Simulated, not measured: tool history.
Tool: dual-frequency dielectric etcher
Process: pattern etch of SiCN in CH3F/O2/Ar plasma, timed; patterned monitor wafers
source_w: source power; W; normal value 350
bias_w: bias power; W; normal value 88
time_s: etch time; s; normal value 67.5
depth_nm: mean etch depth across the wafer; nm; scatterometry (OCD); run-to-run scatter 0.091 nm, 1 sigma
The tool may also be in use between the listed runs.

run     day  source_w  bias_w  time_s  wafers since the last listed run  hours since the last wet clean  hours since the last source power generator calibration  hours since the last bias power generator calibration  hours since the last upper electrode change  hours since the gauge calibration  read-back reference wafer on the same gauge, depth_nm  depth_nm
  1       0       350      88    67.5                                 0                             223                                                   3374.7                                                 2638.2                                       2426.3                              153.2                                                  25.25     25.22
  2   0.642       350      88    67.5                               172                           238.4                                                   3390.1                                                 2653.6                                       2441.7                              168.6                                                  25.24      25.2
  3   1.329       350      88    67.5                               185                           254.9                                                   3406.6                                                 2670.1                                       2458.2                              185.1                                                   25.2     25.26
  4   1.942       350      88    67.5                               164                           269.6                                                   3421.3                                                 2684.8                                       2472.9                              199.8                                                  25.19     25.25
  5   3.792       350      88    67.5                               498                             314                                                   3465.7                                                 2729.2                                       2517.3                              244.2                                                  25.16     25.14
  6   5.083       350      88      73                               347                             345                                                   3496.7                                                 2760.2                                       2548.3                              275.2                                                  25.12     27.07
      6.362  -- wet clean of the chamber
  7   6.383       350      88      73                                80                             0.5                                                   3527.9                                                 2791.4                                       2579.5                              306.4                                                  25.09     27.03
      6.892  -- gauge calibrated
  8   7.646       350      88      73                               339                            30.8                                                   3558.2                                                 2821.7                                       2609.8                               18.1                                                  25.39     27.41
      8.683  -- upper electrode replaced
  9   8.879       350      88    67.5                                62                            60.4                                                   3587.8                                                 2851.3                                          4.7                               47.7                                                  25.37     25.19
 10  10.271       350      88    67.5                               374                            93.8                                                   3621.2                                                 2884.7                                         38.1                               81.1                                                  25.32     25.41
 11  11.562       350      69    67.5                               347                           124.8                                                   3652.2                                                 2915.7                                         69.1                              112.1                                                  25.29     23.29
 12  12.217       350      88      84                               176                           140.5                                                   3667.9                                                 2931.4                                         84.8                              127.8                                                  25.29     31.44
 13  13.433       350      88    67.5                               327                           169.7                                                   3697.1                                                 2960.6                                          114                                157                                                  25.25      25.2
 14  13.942       400      88    67.5                               136                           181.9                                                   3709.3                                                 2972.8                                        126.2                              169.2                                                  25.22     27.13
     14.225  -- source power generator calibrated
 15  15.054       280      88    67.5                               254                           208.6                                                     19.9                                                 2999.5                                        152.9                              195.9                                                  25.22      21.7
     15.779  -- bias power generator calibrated
 16  17.771       350      88    82.5                               686                           273.8                                                     85.1                                                   47.8                                        218.1                              261.1                                                  25.15     30.78

For run 17, what comes out?
 17  18.679       420     110    67.5                               244                           295.6                                                    106.9                                                   69.6                                        239.9                              282.9                                                      ?         ?

Logged for run 17: read-back reference wafer on the same gauge, depth_nm 25.14, depth_nm 30.22 nm.
With the hidden condition absent and the run-to-run variation left alone, this run would have shown depth_nm 30.55 nm.
